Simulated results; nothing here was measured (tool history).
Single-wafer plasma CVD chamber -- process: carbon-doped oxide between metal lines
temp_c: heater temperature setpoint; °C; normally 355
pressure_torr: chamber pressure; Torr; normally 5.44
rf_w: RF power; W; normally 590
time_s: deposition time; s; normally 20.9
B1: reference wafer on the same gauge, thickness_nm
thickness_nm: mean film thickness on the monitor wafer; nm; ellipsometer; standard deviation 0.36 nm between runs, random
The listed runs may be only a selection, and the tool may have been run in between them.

{"run": 1, "hour": 0.0, "temp_c": 355, "pressure_torr": 5.44, "rf_w": 655, "time_s": 23.0, "B1": 136.057, "thickness_nm": 135.387}
{"run": 2, "hour": 47.3, "temp_c": 355, "pressure_torr": 5.44, "rf_w": 655, "time_s": 23.0, "B1": 135.998, "thickness_nm": 135.599}
{"run": 3, "hour": 95.2, "temp_c": 363, "pressure_torr": 5.44, "rf_w": 590, "time_s": 20.9, "B1": 136.044, "thickness_nm": 115.128}
{"run": 4, "hour": 140.2, "temp_c": 363, "pressure_torr": 5.44, "rf_w": 590, "time_s": 20.9, "B1": 135.993, "thickness_nm": 116.052}
{"run": 5, "hour": 197.6, "temp_c": 355, "pressure_torr": 5.44, "rf_w": 590, "time_s": 20.9, "B1": 136.01, "thickness_nm": 118.265}
{"run": 6, "hour": 262.7, "temp_c": 355, "pressure_torr": 5.44, "rf_w": 590, "time_s": 20.9, "B1": 136.003, "thickness_nm": 118.365}
{"run": 7, "hour": 306.1, "temp_c": 355, "pressure_torr": 5.44, "rf_w": 590, "time_s": 20.9, "B1": 135.935, "thickness_nm": 118.382}
{"run": 8, "hour": 352.1, "temp_c": 355, "pressure_torr": 5.44, "rf_w": 590, "time_s": 20.9, "B1": 135.896, "thickness_nm": 117.935}
{"run": 9, "hour": 400.9, "temp_c": 361, "pressure_torr": 4.72, "rf_w": 590, "time_s": 18.8, "B1": 136.02, "thickness_nm": 104.06}
{"run": 10, "hour": 457.8, "temp_c": 369, "pressure_torr": 6.1, "rf_w": 590, "time_s": 20.9, "B1": 136.041, "thickness_nm": 114.939}
{"run": 11, "hour": 505.4, "temp_c": 355, "pressure_torr": 6.79, "rf_w": 690, "time_s": 24.4, "B1": 136.038, "thickness_nm": 147.977}
{"run": 12, "hour": 565.9, "temp_c": 369, "pressure_torr": 5.44, "rf_w": 590, "time_s": 18.4, "B1": 136.026, "thickness_nm": 100.488}
{"run": 13, "hour": 614.7, "temp_c": 343, "pressure_torr": 5.44, "rf_w": 590, "time_s": 20.9, "B1": 135.971, "thickness_nm": 123.614}
{"run": 14, "hour": 672.8, "temp_c": 341, "pressure_torr": 5.44, "rf_w": 620, "time_s": 19.6, "B1": 136.005, "thickness_nm": 118.72}
{"run": 15, "hour": 735.6, "temp_c": 369, "pressure_torr": 6.11, "rf_w": 620, "time_s": 23.4, "B1": 136.043, "thickness_nm": 130.319}
{"run": 16, "hour": 773.5, "temp_c": 355, "pressure_torr": 6.21, "rf_w": 620, "time_s": 17.8, "B1": 136.035, "thickness_nm": 104.062}
{"run": 17, "hour": 835.6, "temp_c": 355, "pressure_torr": 5.44, "rf_w": 590, "time_s": 20.9, "B1": 135.981, "thickness_nm": 118.665}
{"run": 18, "hour": 904.7, "temp_c": 361, "pressure_torr": 4.47, "rf_w": 590, "time_s": 20.9, "B1": 135.979, "thickness_nm": 114.67}
{"run": 19, "hour": 961.0, "temp_c": 355, "pressure_torr": 5.44, "rf_w": 680, "time_s": 20.9, "B1": 136.018, "thickness_nm": 126.448}
{"run": 20, "hour": 995.7, "temp_c": 366, "pressure_torr": 4.18, "rf_w": 545, "time_s": 22.2, "B1": 135.993, "thickness_nm": 116.004}
{"run": 21, "hour": 1057.8, "temp_c": 360, "pressure_torr": 5.44, "rf_w": 590, "time_s": 23.3, "B1": 136.104, "thickness_nm": 130.252}
{"run": 22, "hour": 1119.0, "temp_c": 355, "pressure_torr": 5.87, "rf_w": 590, "time_s": 20.9, "B1": 135.974, "thickness_nm": 118.618}
{"run": 23, "hour": 1164.7, "temp_c": 355, "pressure_torr": 5.44, "rf_w": 590, "time_s": 20.9, "B1": 135.954, "thickness_nm": 119.163}
{"run": 24, "hour": 1227.2, "temp_c": 367, "pressure_torr": 5.44, "rf_w": 590, "time_s": 20.9, "B1": 136.058, "thickness_nm": 115.048}
{"run": 25, "hour": 1288.1, "temp_c": 355, "pressure_torr": 5.44, "rf_w": 590, "time_s": 20.9, "B1": 135.902, "thickness_nm": 118.474}
{"run": 26, "hour": 1337.3, "temp_c": 365, "pressure_torr": 4.45, "rf_w": 590, "time_s": 20.9, "B1": 136.009, "thickness_nm": 113.128}
{"run": 27, "hour": 1406.8, "temp_c": 345, "pressure_torr": 5.95, "rf_w": 530, "time_s": 24.1, "B1": 135.991, "thickness_nm": 135.633}
{"run": 28, "hour": 1457.0, "temp_c": 355, "pressure_torr": 5.44, "rf_w": 590, "time_s": 20.9, "B1": 135.991, "thickness_nm": 117.703}
{"run": 29, "hour": 1494.5, "temp_c": 361, "pressure_torr": 4.47, "rf_w": 590, "time_s": 20.9, "B1": 135.984, "thickness_nm": 114.423}

Withheld: 5 entries from between the runs. Position of each, and hidden state at the listed run before versus the listed run after:
Logged between run 3 and run 4: RF generator calibrated (hour 137.2)
  no difference in the tool's unlogged condition between these two runs
Logged between run 4 and run 5: gauge calibrated (hour 141.6)
  no difference in the tool's unlogged condition between these two runs
Logged between run 8 and run 9: capacitance manometer re-zeroed and calibrated (hour 382.8)
  no difference in the tool's unlogged condition between these two runs
Logged between run 11 and run 12: thermocouple changed; heater temperature recalibrated (hour 536.8)
  no difference in the tool's unlogged condition between these two runs
Logged between run 18 and run 19: showerhead replaced (hour 915.1)
  no difference in the tool's unlogged condition between these two runs
